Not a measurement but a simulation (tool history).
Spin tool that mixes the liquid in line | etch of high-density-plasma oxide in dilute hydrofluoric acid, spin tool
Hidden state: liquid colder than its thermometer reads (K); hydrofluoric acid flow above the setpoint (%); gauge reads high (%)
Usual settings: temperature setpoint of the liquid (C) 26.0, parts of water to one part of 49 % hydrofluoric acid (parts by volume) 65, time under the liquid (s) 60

run    day  temperature setpoint of the liquid (C)  parts of water to one part of 49 % hydrofluoric acid (parts by volume)  time under the liquid (s)  wafers since the last listed run  hours since the thermometer was replaced  hours since the hydrofluoric acid flow meter was replaced  hours since the gauge calibration  read-back film thickness of the high-density-plasma oxide reference wafer, read on the same gauge (nm)  thickness taken off the high-density-plasma oxide on a monitor wafer (Å)
  1  0.000                                    26.0                                                                      65                         60                                 0                                    1591.7                                                      920.5                              148.7                                                                                                  150.02                                                                      59.4
  2  0.558                                    26.0                                                                      65                         60                               112                                    1605.1                                                      933.9                              162.1                                                                                                  149.98                                                                      59.7
  3  0.867                                    26.0                                                                      65                         60                                62                                    1612.5                                                      941.3                              169.5                                                                                                  150.00                                                                      59.9
  4  1.121                                    26.0                                                                      65                         60                                51                                    1618.6                                                      947.4                              175.6                                                                                                  149.98                                                                      59.6
  5  1.475                                    26.0                                                                      65                         60                                71                                    1627.1                                                      955.9                              184.1                                                                                                  149.99                                                                      59.7
  6  2.112                                    26.0                                                                      65                         60                               128                                    1642.4                                                      971.2                              199.4                                                                                                  150.00                                                                      60.0
     3.483  -- thermometer replaced
  7  3.717                                    26.0                                                                      65                         60                               314                                       5.6                                                     1009.7                              237.9                                                                                                  149.98                                                                      60.6
  8  4.188                                    23.5                                                                      65                         40                                94                                      16.9                                                     1021.0                              249.2                                                                                                  150.00                                                                      36.3
  9  4.446                                    26.0                                                                      65                         75                                51                                      23.1                                                     1027.2                              255.4                                                                                                  150.00                                                                      75.0
 10  4.946                                    26.0                                                                      65                         60                               100                                      35.1                                                     1039.2                              267.4                                                                                                  150.00                                                                      60.1
 11  5.246                                    24.0                                                                      65                         60                                60                                      42.3                                                     1046.4                              274.6                                                                                                  150.00                                                                      55.9
     5.650  -- gauge calibrated
 12  5.738                                    26.0                                                                      95                         60                                98                                      54.1                                                     1058.2                                2.1                                                                                                  150.03                                                                      40.2
     5.862  -- hydrofluoric acid flow meter replaced
 13  6.412                                    29.0                                                                      65                         60                               127                                      70.3                                                       13.2                               18.3                                                                                                  150.00                                                                      62.1
 14  6.938                                    28.5                                                                      85                         85                               105                                      82.9                                                       25.8                               30.9                                                                                                  150.02                                                                      64.4
 15  7.638                                    29.5                                                                      65                         80                               140                                      99.7                                                       42.6                               47.7                                                                                                  149.99                                                                      85.0
 16  8.129                                    31.0                                                                      90                         40                                98                                     111.5                                                       54.4                               59.5                                                                                                  150.01                                                                      31.2
 17  8.438                                    23.5                                                                      65                         40                                62                                     118.9                                                       61.8                               66.9                                                                                                  149.98                                                                      33.2
 18  9.112                                    26.0                                                                      65                         60                               135                                     135.1                                                       78.0                               83.1                                                                                                  150.01                                                                      55.5

Hidden state or all else? Some run-to-run changes of thickness taken off the high-density-plasma oxide on a monitor wafer (Å), split into what the settings, what came in and random variation would give without the hidden state, and what is left for the hidden state (with any gauge scatter that isn't in both results):
Run 8 -> 9: temperature setpoint of the liquid (C) 23.5 -> 26.0, time under the liquid (s) 40 -> 75. thickness taken off the high-density-plasma oxide on a monitor wafer (Å) +38.7: hidden state +3.8, all else +34.9.
Run 15 -> 16: temperature setpoint of the liquid (C) 29.5 -> 31.0, parts of water to one part of 49 % hydrofluoric acid (parts by volume) 65 -> 90, time under the liquid (s) 80 -> 40. thickness taken off the high-density-plasma oxide on a monitor wafer (Å) -53.8: hidden state -0.8, all else -53.0.
